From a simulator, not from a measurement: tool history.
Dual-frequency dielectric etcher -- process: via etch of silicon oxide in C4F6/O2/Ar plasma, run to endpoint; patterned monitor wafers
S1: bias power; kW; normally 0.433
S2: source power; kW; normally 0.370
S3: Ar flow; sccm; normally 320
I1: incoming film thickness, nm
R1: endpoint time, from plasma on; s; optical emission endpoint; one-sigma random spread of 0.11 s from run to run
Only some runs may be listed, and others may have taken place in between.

run 1 hour=0.0 | S1=0.433 S2=0.370 S3=320 | I1=131.3 | R1=36.1
run 2 hour=66.2 | S1=0.433 S2=0.370 S3=370 | I1=131.8 | R1=37.1
run 3 hour=120.5 | S1=0.433 S2=0.370 S3=269 | I1=131.9 | R1=36.2
run 4 hour=165.8 | S1=0.433 S2=0.370 S3=269 | I1=131.5 | R1=36.2
run 5 hour=212.4 | S1=0.433 S2=0.420 S3=368 | I1=131.8 | R1=34.5
run 6 hour=258.4 | S1=0.433 S2=0.420 S3=368 | I1=133.0 | R1=34.8
run 7 hour=302.6 | S1=0.433 S2=0.420 S3=368 | I1=131.3 | R1=34.6
-- hour=344.2 upper electrode replaced
run 8 hour=370.1 | S1=0.433 S2=0.370 S3=320 | I1=131.2 | R1=36.7
run 9 hour=396.9 | S1=0.433 S2=0.370 S3=320 | I1=132.2 | R1=37.4
run 10 hour=423.2 | S1=0.433 S2=0.370 S3=320 | I1=131.5 | R1=37.0
-- hour=486.1 wet clean of the chamber
run 11 hour=486.6 | S1=0.491 S2=0.330 S3=320 | I1=132.1 | R1=37.3
run 12 hour=522.3 | S1=0.433 S2=0.370 S3=320 | I1=132.1 | R1=36.5
-- hour=708.2 Ar flow controller replaced
run 13 hour=708.6 | S1=0.433 S2=0.370 S3=320 | I1=133.8 | R1=37.3
-- hour=759.8 bias power generator calibrated
run 14 hour=760.3 | S1=0.433 S2=0.370 S3=365 | I1=132.3 | R1=37.5
-- hour=784.6 source power generator calibrated
run 15 hour=973.3 | S1=0.485 S2=0.320 S3=320 | I1=131.9 | R1=39.5
run 16 hour=1003.1 | S1=0.348 S2=0.430 S3=258 | I1=132.1 | R1=36.0
-- hour=1032.9 wet clean of the chamber
run 17 hour=1062.6 | S1=0.433 S2=0.390 S3=370 | I1=130.3 | R1=35.1
run 18 hour=1108.8 | S1=0.352 S2=0.370 S3=245 | I1=130.9 | R1=37.7
run 19 hour=1136.5 | S1=0.433 S2=0.370 S3=320 | I1=131.5 | R1=36.3

Below are 3 alternative next runs, each starting from the tool's condition after run 19. Predict each:
run A hour=1136.9 | S1=0.433 S2=0.370 S3=248 | I1=132.2 | R1=?
run B hour=1136.9 | S1=0.328 S2=0.460 S3=284 | I1=132.2 | R1=?
run C hour=1136.9 | S1=0.433 S2=0.420 S3=320 | I1=132.2 | R1=?

run=A R1=35.8
run=B R1=34.5
run=C R1=33.9
Take away the tool's hidden state, keep each run's random variation, and the runs would have read:
run=A R1=35.5
run=B R1=34.3
run=C R1=33.7

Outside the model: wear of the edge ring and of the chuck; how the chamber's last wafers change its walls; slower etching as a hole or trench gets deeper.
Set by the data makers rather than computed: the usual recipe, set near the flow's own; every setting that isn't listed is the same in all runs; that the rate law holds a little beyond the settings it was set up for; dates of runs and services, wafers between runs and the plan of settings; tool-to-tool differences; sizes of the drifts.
